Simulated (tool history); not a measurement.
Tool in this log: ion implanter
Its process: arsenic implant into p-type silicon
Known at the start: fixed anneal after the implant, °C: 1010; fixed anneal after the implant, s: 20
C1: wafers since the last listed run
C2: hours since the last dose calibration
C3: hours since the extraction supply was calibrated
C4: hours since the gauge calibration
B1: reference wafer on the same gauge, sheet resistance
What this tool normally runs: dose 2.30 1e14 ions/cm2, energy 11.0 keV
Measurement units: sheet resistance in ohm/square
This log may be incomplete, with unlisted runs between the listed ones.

Run 1, hour 0.0: usual settings; C1 0; C2 1275.7; C3 1081.9; C4 714.8; B1 377.76. Result: sheet resistance 383.16 ohm/square.
Run 2, hour 98.0: usual settings; C1 1400; C2 1373.7; C3 1179.9; C4 812.8; B1 378.27. Result: sheet resistance 383.56 ohm/square.
Run 3, hour 201.7: usual settings; C1 1482; C2 1477.4; C3 1283.6; C4 916.5; B1 377.82. Result: sheet resistance 383.11 ohm/square.
Run 4, hour 307.3: usual settings but energy 12.5 keV; C1 1509; C2 1583.0; C3 1389.2; C4 1022.1; B1 377.87. Result: sheet resistance 379.92 ohm/square.
Run 5, hour 389.1: usual settings; C1 1169; C2 1664.8; C3 1471.0; C4 1103.9; B1 377.99. Result: sheet resistance 381.42 ohm/square.
Run 6, hour 470.6: usual settings; C1 1164; C2 1746.3; C3 1552.5; C4 1185.4; B1 378.04. Result: sheet resistance 382.16 ohm/square.
At hour 509.6: Faraday cup replaced and dose calibrated.
Run 7, hour 520.0: usual settings; C1 591; C2 10.4; C3 1601.9; C4 1234.8; B1 377.82. Result: sheet resistance 371.64 ohm/square.
Run 8, hour 574.2: usual settings; C1 774; C2 64.6; C3 1656.1; C4 1289.0; B1 378.03. Result: sheet resistance 371.31 ohm/square.
Run 9, hour 618.7: usual settings; C1 636; C2 109.1; C3 1700.6; C4 1333.5; B1 377.77. Result: sheet resistance 372.61 ohm/square.
At hour 660.9: gauge calibrated.
Run 10, hour 684.5: usual settings but dose 1.84 1e14 ions/cm2; C1 940; C2 174.9; C3 1766.4; C4 23.6; B1 378.13. Result: sheet resistance 439.91 ohm/square.
Run 11, hour 766.4: usual settings but dose 1.90 1e14 ions/cm2, energy 8.0 keV; C1 1170; C2 256.8; C3 1848.3; C4 105.5; B1 378.01. Result: sheet resistance 444.77 ohm/square.
At hour 849.4: Faraday cup replaced and dose calibrated, repeated, since the last time left the tool worse.
Run 12, hour 857.3: usual settings but energy 8.0 keV; C1 1184; C2 7.9; C3 1939.2; C4 196.4; B1 377.94. Result: sheet resistance 401.41 ohm/square.
Run 13, hour 913.7: usual settings but dose 1.75 1e14 ions/cm2, energy 14.0 keV; C1 806; C2 64.3; C3 1995.6; C4 252.8; B1 377.96. Result: sheet resistance 468.18 ohm/square.
Run 14, hour 1006.8: usual settings; C1 1330; C2 157.4; C3 2088.7; C4 345.9; B1 378.12. Result: sheet resistance 389.24 ohm/square.
At hour 1083.3: extraction supply calibrated.
Run 15, hour 1083.8: usual settings but dose 2.84 1e14 ions/cm2, energy 14.0 keV; C1 986; C2 234.4; C3 0.5; C4 422.9; B1 377.79. Result: sheet resistance 324.65 ohm/square.
Run 16, hour 1166.2: usual settings; C1 1177; C2 316.8; C3 82.9; C4 505.3; B1 377.85. Result: sheet resistance 391.02 ohm/square.
Run 17, hour 1269.0: usual settings but dose 1.73 1e14 ions/cm2, energy 9.0 keV; C1 1469; C2 419.6; C3 185.7; C4 608.1; B1 377.74. Result: sheet resistance 493.36 ohm/square.
Run 18, hour 1315.6: usual settings but dose 2.06 1e14 ions/cm2, energy 14.0 keV; C1 666; C2 466.2; C3 232.3; C4 654.7; B1 378.19. Result: sheet resistance 414.86 ohm/square.
Run 19, hour 1408.2: usual settings but dose 1.89 1e14 ions/cm2, energy 8.5 keV; C1 1323; C2 558.8; C3 324.9; C4 747.3; B1 377.87. Result: sheet resistance 463.82 ohm/square.
Run 20, hour 1503.3: usual settings but dose 1.80 1e14 ions/cm2, energy 8.0 keV; C1 1359; C2 653.9; C3 420.0; C4 842.4; B1 377.97. Result: sheet resistance 486.44 ohm/square.
Run 21, hour 1561.4: usual settings; C1 830; C2 712.0; C3 478.1; C4 900.5; B1 378.26. Result: sheet resistance 390.63 ohm/square.

What if the next run were any one of these 4? Each begins from the tool's condition after run 21:
Run A, hour 1561.8: usual settings but dose 2.70 1e14 ions/cm2; C1 5; C2 712.4; C3 478.5; C4 900.9; B1 ?. Result: sheet resistance ?.
Run B, hour 1561.8: usual settings but dose 2.72 1e14 ions/cm2, energy 13.0 keV; C1 5; C2 712.4; C3 478.5; C4 900.9; B1 ?. Result: sheet resistance ?.
Run C, hour 1561.8: usual settings but dose 2.54 1e14 ions/cm2, energy 15.0 keV; C1 5; C2 712.4; C3 478.5; C4 900.9; B1 ?. Result: sheet resistance ?.
Run D, hour 1561.8: usual settings but dose 2.00 1e14 ions/cm2, energy 8.5 keV; C1 5; C2 712.4; C3 478.5; C4 900.9; B1 ?. Result: sheet resistance ?.

run      B1  sheet resistance
  A  378.14            345.71
  B  378.14            337.93
  C  378.14            350.42
  D  378.14            447.26
Had the tool no hidden state, the same runs would have come out as:
run  sheet resistance
  A            345.94
  B            338.15
  C            350.65
  D            447.56
